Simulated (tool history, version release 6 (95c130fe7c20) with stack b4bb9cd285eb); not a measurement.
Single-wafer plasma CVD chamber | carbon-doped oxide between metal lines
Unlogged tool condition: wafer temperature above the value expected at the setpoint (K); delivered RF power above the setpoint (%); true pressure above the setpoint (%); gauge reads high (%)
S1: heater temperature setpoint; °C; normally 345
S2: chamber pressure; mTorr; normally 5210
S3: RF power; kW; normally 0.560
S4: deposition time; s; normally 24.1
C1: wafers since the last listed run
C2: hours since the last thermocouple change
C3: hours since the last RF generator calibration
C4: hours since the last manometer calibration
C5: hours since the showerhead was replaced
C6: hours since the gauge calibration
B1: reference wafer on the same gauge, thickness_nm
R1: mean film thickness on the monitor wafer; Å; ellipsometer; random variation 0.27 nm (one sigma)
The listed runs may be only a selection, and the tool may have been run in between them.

{"run": 1, "hour": 0.0, "S1": 337, "S2": 5210, "S3": 0.56, "S4": 24.1, "C1": 0, "C2": 2439.1, "C3": 674.5, "C4": 2548.9, "C5": 6199.8, "C6": 188.5, "B1": 112.961, "R1": 1133.68}
{"run": 2, "hour": 13.6, "S1": 345, "S2": 6080, "S3": 0.56, "S4": 24.1, "C1": 351, "C2": 2452.7, "C3": 688.1, "C4": 2562.5, "C5": 6213.4, "C6": 202.1, "B1": 113.031, "R1": 1132.99}
{"run": 3, "hour": 31.1, "S1": 345, "S2": 6080, "S3": 0.56, "S4": 24.1, "C1": 451, "C2": 2470.2, "C3": 705.6, "C4": 2580.0, "C5": 6230.9, "C6": 219.6, "B1": 112.89, "R1": 1128.94}
{"run": 4, "hour": 37.1, "S1": 345, "S2": 6080, "S3": 0.56, "S4": 24.1, "C1": 154, "C2": 2476.2, "C3": 711.6, "C4": 2586.0, "C5": 6236.9, "C6": 225.6, "B1": 113.053, "R1": 1131.69}
{"run": 5, "hour": 46.9, "S1": 345, "S2": 5210, "S3": 0.56, "S4": 24.1, "C1": 252, "C2": 2486.0, "C3": 721.4, "C4": 2595.8, "C5": 6246.7, "C6": 235.4, "B1": 112.896, "R1": 1108.5}
{"run": 6, "hour": 63.6, "S1": 345, "S2": 5210, "S3": 0.56, "S4": 24.1, "C1": 431, "C2": 2502.7, "C3": 738.1, "C4": 2612.5, "C5": 6263.4, "C6": 252.1, "B1": 112.894, "R1": 1108.91}
{"run": 7, "hour": 71.6, "S1": 345, "S2": 5210, "S3": 0.56, "S4": 24.1, "C1": 206, "C2": 2510.7, "C3": 746.1, "C4": 2620.5, "C5": 6271.4, "C6": 260.1, "B1": 112.965, "R1": 1106.63}
{"hour": 84.3, "done": "RF generator calibrated"}
{"run": 8, "hour": 84.8, "S1": 345, "S2": 5210, "S3": 0.56, "S4": 24.1, "C1": 134, "C2": 2523.9, "C3": 0.5, "C4": 2633.7, "C5": 6284.6, "C6": 273.3, "B1": 112.966, "R1": 1156.25}
{"run": 9, "hour": 99.0, "S1": 345, "S2": 5210, "S3": 0.56, "S4": 21.5, "C1": 366, "C2": 2538.1, "C3": 14.7, "C4": 2647.9, "C5": 6298.8, "C6": 287.5, "B1": 113.039, "R1": 1032.7}
{"run": 10, "hour": 107.4, "S1": 345, "S2": 5210, "S3": 0.56, "S4": 21.5, "C1": 216, "C2": 2546.5, "C3": 23.1, "C4": 2656.3, "C5": 6307.2, "C6": 295.9, "B1": 113.015, "R1": 1032.92}
{"run": 11, "hour": 122.1, "S1": 345, "S2": 5210, "S3": 0.56, "S4": 21.5, "C1": 379, "C2": 2561.2, "C3": 37.8, "C4": 2671.0, "C5": 6321.9, "C6": 310.6, "B1": 112.993, "R1": 1030.18}
{"run": 12, "hour": 129.8, "S1": 345, "S2": 5210, "S3": 0.56, "S4": 22.9, "C1": 198, "C2": 2568.9, "C3": 45.5, "C4": 2678.7, "C5": 6329.6, "C6": 318.3, "B1": 112.877, "R1": 1098.04}
{"run": 13, "hour": 141.4, "S1": 339, "S2": 5210, "S3": 0.56, "S4": 27.5, "C1": 299, "C2": 2580.5, "C3": 57.1, "C4": 2690.3, "C5": 6341.2, "C6": 329.9, "B1": 113.043, "R1": 1340.38}
{"run": 14, "hour": 151.9, "S1": 359, "S2": 5660, "S3": 0.605, "S4": 22.8, "C1": 271, "C2": 2591.0, "C3": 67.6, "C4": 2700.8, "C5": 6351.7, "C6": 340.4, "B1": 113.049, "R1": 1145.22}
{"run": 15, "hour": 166.7, "S1": 341, "S2": 4180, "S3": 0.63, "S4": 24.1, "C1": 382, "C2": 2605.8, "C3": 82.4, "C4": 2715.6, "C5": 6366.5, "C6": 355.2, "B1": 113.079, "R1": 1257.25}
{"hour": 214.0, "done": "gauge calibrated"}
{"run": 16, "hour": 217.1, "S1": 345, "S2": 3950, "S3": 0.56, "S4": 24.1, "C1": 1300, "C2": 2656.2, "C3": 132.8, "C4": 2766.0, "C5": 6416.9, "C6": 3.1, "B1": 113.069, "R1": 1102.16}
{"hour": 227.0, "done": "thermocouple changed; heater temperature recalibrated"}
{"hour": 231.3, "done": "showerhead replaced"}
{"run": 17, "hour": 231.8, "S1": 355, "S2": 4200, "S3": 0.63, "S4": 22.3, "C1": 61, "C2": 4.8, "C3": 147.5, "C4": 2780.7, "C5": 0.5, "C6": 17.8, "B1": 113.065, "R1": 1121.73}
{"run": 18, "hour": 236.3, "S1": 345, "S2": 5210, "S3": 0.56, "S4": 28.9, "C1": 116, "C2": 9.3, "C3": 152.0, "C4": 2785.2, "C5": 5.0, "C6": 22.3, "B1": 112.83, "R1": 1366.86}
{"hour": 247.8, "done": "capacitance manometer re-zeroed and calibrated"}
{"run": 19, "hour": 248.3, "S1": 349, "S2": 5210, "S3": 0.56, "S4": 22.0, "C1": 103, "C2": 21.3, "C3": 164.0, "C4": 0.5, "C5": 17.0, "C6": 34.3, "B1": 113.068, "R1": 1034.26}
{"run": 20, "hour": 256.9, "S1": 345, "S2": 5210, "S3": 0.56, "S4": 24.1, "C1": 221, "C2": 29.9, "C3": 172.6, "C4": 9.1, "C5": 25.6, "C6": 42.9, "B1": 113.138, "R1": 1145.51}
{"run": 21, "hour": 274.4, "S1": 352, "S2": 5980, "S3": 0.65, "S4": 25.4, "C1": 451, "C2": 47.4, "C3": 190.1, "C4": 26.6, "C5": 43.1, "C6": 60.4, "B1": 113.036, "R1": 1379.02}
{"run": 22, "hour": 289.5, "S1": 357, "S2": 4060, "S3": 0.645, "S4": 24.1, "C1": 389, "C2": 62.5, "C3": 205.2, "C4": 41.7, "C5": 58.2, "C6": 75.5, "B1": 113.094, "R1": 1215.1}
{"run": 23, "hour": 295.8, "S1": 345, "S2": 5210, "S3": 0.56, "S4": 24.1, "C1": 162, "C2": 68.8, "C3": 211.5, "C4": 48.0, "C5": 64.5, "C6": 81.8, "B1": 113.068, "R1": 1144.67}
{"run": 24, "hour": 308.6, "S1": 338, "S2": 5210, "S3": 0.53, "S4": 22.5, "C1": 330, "C2": 81.6, "C3": 224.3, "C4": 60.8, "C5": 77.3, "C6": 94.6, "B1": 113.109, "R1": 1025.42}
{"run": 25, "hour": 317.1, "S1": 345, "S2": 5210, "S3": 0.485, "S4": 24.1, "C1": 219, "C2": 90.1, "C3": 232.8, "C4": 69.3, "C5": 85.8, "C6": 103.1, "B1": 112.828, "R1": 973.89}
{"run": 26, "hour": 329.1, "S1": 337, "S2": 5210, "S3": 0.56, "S4": 24.1, "C1": 309, "C2": 102.1, "C3": 244.8, "C4": 81.3, "C5": 97.8, "C6": 115.1, "B1": 112.874, "R1": 1158.18}
{"run": 27, "hour": 346.4, "S1": 345, "S2": 4170, "S3": 0.56, "S4": 24.1, "C1": 446, "C2": 119.4, "C3": 262.1, "C4": 98.6, "C5": 115.1, "C6": 132.4, "B1": 112.965, "R1": 1100.13}
{"run": 28, "hour": 354.8, "S1": 354, "S2": 5210, "S3": 0.56, "S4": 20.8, "C1": 216, "C2": 127.8, "C3": 270.5, "C4": 107.0, "C5": 123.5, "C6": 140.8, "B1": 112.967, "R1": 964.89}

Some steps in R1, run to run, broken into two amounts with sign: the step expected even without the hidden condition (settings, incoming material, random variation), and the rest, left for the hidden condition together with whatever gauge scatter is not in both the measured and the hidden-condition-free result:
Run 7 -> 8: RF generator calibrated. R1 +49.62 Å: hidden state +48.29, all else +1.33.
Run 17 -> 18: S1 355 -> 345, S2 4200 -> 5210, S3 0.630 -> 0.560, S4 22.3 -> 28.9. R1 +245.13 Å: hidden state -4.67, all else +249.80.
Run 18 -> 19: S1 345 -> 349, S4 28.9 -> 22.0, capacitance manometer re-zeroed and calibrated. R1 -332.60 Å: hidden state +4.45, all else -337.05.
Run 20 -> 21: S1 345 -> 352, S2 5210 -> 5980, S3 0.560 -> 0.650, S4 24.1 -> 25.4. R1 +233.51 Å: hidden state -4.74, all else +238.25.
